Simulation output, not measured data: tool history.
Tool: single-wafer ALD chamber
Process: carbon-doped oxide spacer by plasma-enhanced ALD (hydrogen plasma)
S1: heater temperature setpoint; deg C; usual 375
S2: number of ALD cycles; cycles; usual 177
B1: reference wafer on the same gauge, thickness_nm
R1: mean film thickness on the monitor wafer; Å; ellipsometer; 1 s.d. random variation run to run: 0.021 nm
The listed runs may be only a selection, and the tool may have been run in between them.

{"run": 1, "hour": 0.0, "S1": 375, "S2": 187, "B1": 6.999, "R1": 90.37}
{"run": 2, "hour": 82.4, "S1": 375, "S2": 187, "B1": 7, "R1": 90.41}
{"run": 3, "hour": 133.7, "S1": 375, "S2": 177, "B1": 6.995, "R1": 85.74}
{"run": 4, "hour": 183.0, "S1": 375, "S2": 177, "B1": 6.999, "R1": 85.85}
{"run": 5, "hour": 328.5, "S1": 375, "S2": 160, "B1": 6.995, "R1": 77.5}
{"run": 6, "hour": 368.7, "S1": 375, "S2": 177, "B1": 6.999, "R1": 85.86}
{"hour": 400.2, "done": "thermocouple changed; heater temperature recalibrated"}
{"run": 7, "hour": 624.4, "S1": 375, "S2": 177, "B1": 7.005, "R1": 85.69}
{"run": 8, "hour": 672.6, "S1": 375, "S2": 177, "B1": 6.999, "R1": 85.99}
{"run": 9, "hour": 715.7, "S1": 361, "S2": 166, "B1": 7.001, "R1": 80.65}
{"run": 10, "hour": 777.3, "S1": 375, "S2": 161, "B1": 7.001, "R1": 77.84}
{"run": 11, "hour": 883.9, "S1": 369, "S2": 148, "B1": 7, "R1": 71.81}
{"hour": 938.4, "done": "gauge calibrated"}
{"run": 12, "hour": 963.5, "S1": 363, "S2": 152, "B1": 6.994, "R1": 73.73}
{"run": 13, "hour": 1053.6, "S1": 375, "S2": 177, "B1": 7.002, "R1": 85.5}
{"run": 14, "hour": 1092.7, "S1": 375, "S2": 177, "B1": 6.999, "R1": 85.5}
{"run": 15, "hour": 1189.6, "S1": 375, "S2": 209, "B1": 7, "R1": 100.68}
{"run": 16, "hour": 1232.9, "S1": 361, "S2": 148, "B1": 7.005, "R1": 71.63}

Below are 3 alternative next runs, each starting from the tool's condition after run 16. Predict each:
{"run": "A", "hour": 1233.6, "S1": 375, "S2": 148, "B1": "?", "R1": "?"}
{"run": "B", "hour": 1233.6, "S1": 367, "S2": 177, "B1": "?", "R1": "?"}
{"run": "C", "hour": 1233.6, "S1": 389, "S2": 158, "B1": "?", "R1": "?"}

run=A B1=6.998 R1=71.61
run=B B1=6.998 R1=85.64
run=C B1=6.998 R1=76.44
Without the tool's unlogged condition, the same runs would have read:
run=A R1=71.61
run=B R1=85.64
run=C R1=76.44
